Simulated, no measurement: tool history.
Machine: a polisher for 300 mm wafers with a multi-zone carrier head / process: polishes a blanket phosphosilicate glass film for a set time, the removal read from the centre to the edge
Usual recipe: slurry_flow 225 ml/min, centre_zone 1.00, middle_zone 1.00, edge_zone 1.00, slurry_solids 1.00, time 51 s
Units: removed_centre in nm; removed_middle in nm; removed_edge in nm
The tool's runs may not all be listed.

run	hour	slurry_flow	centre_zone	middle_zone	edge_zone	slurry_solids	time	wafers since the last listed run	wafers polished on this pad	hours since the slurry nozzle was cleaned	hours since the centre zone pressure was calibrated	hours since the edge zone pressure was calibrated	hours since the carrier head's membrane was replaced	incoming thickness of the incoming film, nm	removed_centre	removed_middle	removed_edge
1	0.0	225	1.00	1.00	1.00	1.00	51	0	92	17.1	34.7	12.0	1821.3	2656.5	343.6	336.6	348.0
2	9.0	225	1.00	1.00	1.00	1.00	51	68	160	26.1	43.7	21.0	1830.3	2620.5	346.3	328.2	342.7
3	18.7	225	1.00	1.00	1.00	1.00	43	74	235	35.8	53.4	30.7	1840.0	2597.8	284.9	272.9	284.9
4	34.7	225	1.00	1.00	1.00	1.00	51	122	357	51.8	69.4	46.7	1856.0	2649.3	326.5	319.2	343.7
5	47.2	245	1.00	1.00	1.00	1.00	43	95	453	64.3	81.9	59.2	1868.5	2627.7	279.7	273.9	283.7
# hour 89.6: worn pad replaced by a new one
6	90.3	225	1.00	1.00	1.00	1.00	51	299	5	107.4	125.0	102.3	1911.6	2624.7	335.3	329.1	342.8
# hour 103.7: carrier head's membrane replaced by a new one
7	104.2	225	1.00	1.00	1.07	1.00	62	68	73	121.3	138.9	116.2	0.5	2613.0	412.6	389.6	425.0
8	112.8	225	1.00	1.00	1.00	1.25	51	65	139	129.9	147.5	124.8	9.1	2636.1	360.6	357.4	376.2
9	130.7	225	1.04	0.93	0.94	0.85	51	137	276	147.8	165.4	142.7	27.0	2650.2	311.6	274.1	301.0
10	146.0	160	1.00	1.00	0.92	1.00	51	117	393	163.1	180.7	158.0	42.3	2666.5	298.4	288.3	304.4
11	156.3	225	1.00	1.00	1.00	1.00	41	78	472	173.4	191.0	168.3	52.6	2624.0	255.0	251.5	261.2
12	163.7	225	1.00	1.00	1.00	1.00	33	56	529	180.8	198.4	175.7	60.0	2580.1	203.2	199.2	207.2
13	175.2	175	1.00	1.00	1.00	1.00	51	88	617	192.3	209.9	187.2	71.5	2602.4	290.1	285.0	306.4
# hour 189.2: worn pad replaced by a new one
14	189.7	150	1.00	1.10	1.04	1.10	51	80	4	206.8	224.4	201.7	86.0	2595.8	301.1	326.2	328.9
15	201.4	300	0.94	0.90	1.04	1.00	51	89	93	218.5	236.1	213.4	97.7	2595.4	317.7	305.5	346.0
16	211.5	225	1.00	1.00	1.00	1.00	51	77	171	228.6	246.2	223.5	107.8	2653.1	319.0	317.2	330.4
17	217.6	285	1.00	1.00	1.00	1.00	40	46	217	234.7	252.3	229.6	113.9	2647.0	257.4	253.7	266.5
18	228.8	225	1.00	1.00	1.00	1.00	51	85	303	245.9	263.5	240.8	125.1	2609.9	306.6	303.8	321.8
19	241.1	225	1.00	1.00	1.00	1.00	51	94	397	258.2	275.8	253.1	137.4	2623.2	307.4	306.1	317.6
20	249.3	225	1.00	1.00	1.00	1.00	51	62	460	266.4	284.0	261.3	145.6	2607.5	311.2	300.5	322.6
21	257.6	225	1.00	1.00	0.94	1.00	51	63	524	274.7	292.3	269.6	153.9	2619.0	303.5	300.3	307.1

5 options for the next run, each taken on its own from the tool as it stands now. Forecast them:
A	258.0	225	1.00	1.00	1.00	1.00	68	3	527	275.1	292.7	270.0	154.3	2591.6	?	?	?
B	258.0	225	1.00	1.00	1.10	1.00	51	3	527	275.1	292.7	270.0	154.3	2591.6	?	?	?
C	258.0	225	1.00	1.00	0.92	1.25	51	3	527	275.1	292.7	270.0	154.3	2591.6	?	?	?
D	258.0	150	1.00	1.00	1.00	0.75	51	3	527	275.1	292.7	270.0	154.3	2591.6	?	?	?
E	258.0	225	1.00	1.00	1.04	1.15	51	3	527	275.1	292.7	270.0	154.3	2591.6	?	?	?

run	removed_centre	removed_middle	removed_edge
A	410.7	393.2	417.4
B	308.0	294.8	328.2
C	342.0	327.4	334.1
D	228.1	222.3	245.2
E	329.5	315.4	341.4
Without the tool's hidden state the same runs would have given:
run	removed_centre	removed_middle	removed_edge
A	473.0	448.2	465.0
B	354.7	336.1	365.6
C	393.8	373.2	372.2
D	277.6	265.4	280.9
E	379.5	359.6	380.3
